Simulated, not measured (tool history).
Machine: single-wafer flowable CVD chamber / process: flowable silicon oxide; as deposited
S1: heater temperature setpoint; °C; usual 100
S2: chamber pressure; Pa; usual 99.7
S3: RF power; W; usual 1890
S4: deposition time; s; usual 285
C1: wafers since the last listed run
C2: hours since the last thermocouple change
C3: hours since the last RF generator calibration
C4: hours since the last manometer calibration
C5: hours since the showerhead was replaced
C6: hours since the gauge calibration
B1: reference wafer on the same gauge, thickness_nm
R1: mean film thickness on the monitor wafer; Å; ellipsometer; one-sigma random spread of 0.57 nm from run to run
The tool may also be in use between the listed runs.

run	hour	S1	S2	S3	S4	C1	C2	C3	C4	C5	C6	B1	R1
1	0	100	99.7	1890	252	0	2231.7	326.6	1477.6	3404.8	1334.1	122.983	1327.01
2	31.1	100	99.7	1890	252	136	2262.8	357.7	1508.7	3435.9	1365.2	123.063	1325.09
3	94.8	100	99.7	1890	285	280	2326.5	421.4	1572.4	3499.6	1428.9	122.756	1497.11
# hour 106.2: thermocouple changed; heater temperature recalibrated
# hour 107.2: capacitance manometer re-zeroed and calibrated
4	121.3	100	99.7	1890	285	77	15.1	447.9	14.1	3526.1	1455.4	122.926	1498.06
5	166.4	105	99.7	1890	285	198	60.2	493	59.2	3571.2	1500.5	122.795	1248.65
6	237.7	105	99.7	1890	285	314	131.5	564.3	130.5	3642.5	1571.8	122.556	1243.79
7	305.2	100	99.7	1890	285	297	199	631.8	198	3710	1639.3	122.87	1485.01
8	334.7	100	99.7	1890	285	129	228.5	661.3	227.5	3739.5	1668.8	122.748	1499.86
9	404.4	100	99.7	1890	285	306	298.2	731	297.2	3809.2	1738.5	122.696	1499.17
10	466	100	99.7	1750	285	271	359.8	792.6	358.8	3870.8	1800.1	122.476	1465.25
# hour 533.6: showerhead replaced
11	534.1	100	109.7	1890	327	264	427.9	860.7	426.9	0.5	1868.2	122.423	1836.29
12	583	100	99.7	1890	233	215	476.8	909.6	475.8	49.4	1917.1	122.667	1217.72
# hour 602.5: gauge calibrated
13	612.1	105	99.7	1650	309	128	505.9	938.7	504.9	78.5	9.6	127.847	1374.02
14	663.9	100	99.7	1890	332	228	557.7	990.5	556.7	130.3	61.4	127.665	1800.42
15	716	100	99.7	1890	332	229	609.8	1042.6	608.8	182.4	113.5	127.389	1801.6
16	741.5	100	99.7	1890	285	112	635.3	1068.1	634.3	207.9	139	126.861	1554.92
17	792.7	96	99.7	1890	301	225	686.5	1119.3	685.5	259.1	190.2	126.868	1865.54
18	858.5	110	112.3	1890	285	289	752.3	1185.1	751.3	324.9	256	126.503	1194.67
# hour 892.7: RF generator calibrated
19	929.9	106	79.7	2165	245	279	823.7	37.2	822.7	396.3	327.4	125.746	949.02
20	958.4	100	99.7	1890	285	125	852.2	65.7	851.2	424.8	355.9	125.863	1530.75
21	1017.5	100	99.7	1890	285	260	911.3	124.8	910.3	483.9	415	125.533	1531.51
22	1076.2	100	114	1890	254	258	970	183.5	969	542.6	473.7	125.465	1501.21
23	1134.1	112	77.5	1530	285	254	1027.9	241.4	1026.9	600.5	531.6	125.198	798.47
24	1170	85	99.7	1890	285	158	1063.8	277.3	1062.8	636.4	567.5	124.995	2491.11
25	1212.3	100	99.7	1890	285	186	1106.1	319.6	1105.1	678.7	609.8	124.973	1517.56
26	1262.1	100	99.7	1890	285	219	1155.9	369.4	1154.9	728.5	659.6	124.854	1515.72
27	1333.2	100	106.7	1890	285	313	1227	440.5	1226	799.6	730.7	124.775	1590.64
28	1398.9	100	75.9	2085	258	289	1292.7	506.2	1291.7	865.3	796.4	124.395	1151.31

Predict each of these 4 candidate next runs independently; none follows another, all start after run 28:
A	1399.4	100	108	1890	285	2	1293.2	506.7	1292.2	865.8	796.9	?	?
B	1399.4	111	92.4	1890	285	2	1293.2	506.7	1292.2	865.8	796.9	?	?
C	1399.4	100	99.7	1890	318	2	1293.2	506.7	1292.2	865.8	796.9	?	?
D	1399.4	100	99.7	1615	230	2	1293.2	506.7	1292.2	865.8	796.9	?	?

run	B1	R1
A	124.598	1601.22
B	124.598	980.45
C	124.598	1684.23
D	124.598	1165.13
The same runs, with their run-to-run variation unchanged, on a tool lacking any hidden condition would have given:
run	R1
A	1634.89
B	1001.07
C	1719.65
D	1189.63

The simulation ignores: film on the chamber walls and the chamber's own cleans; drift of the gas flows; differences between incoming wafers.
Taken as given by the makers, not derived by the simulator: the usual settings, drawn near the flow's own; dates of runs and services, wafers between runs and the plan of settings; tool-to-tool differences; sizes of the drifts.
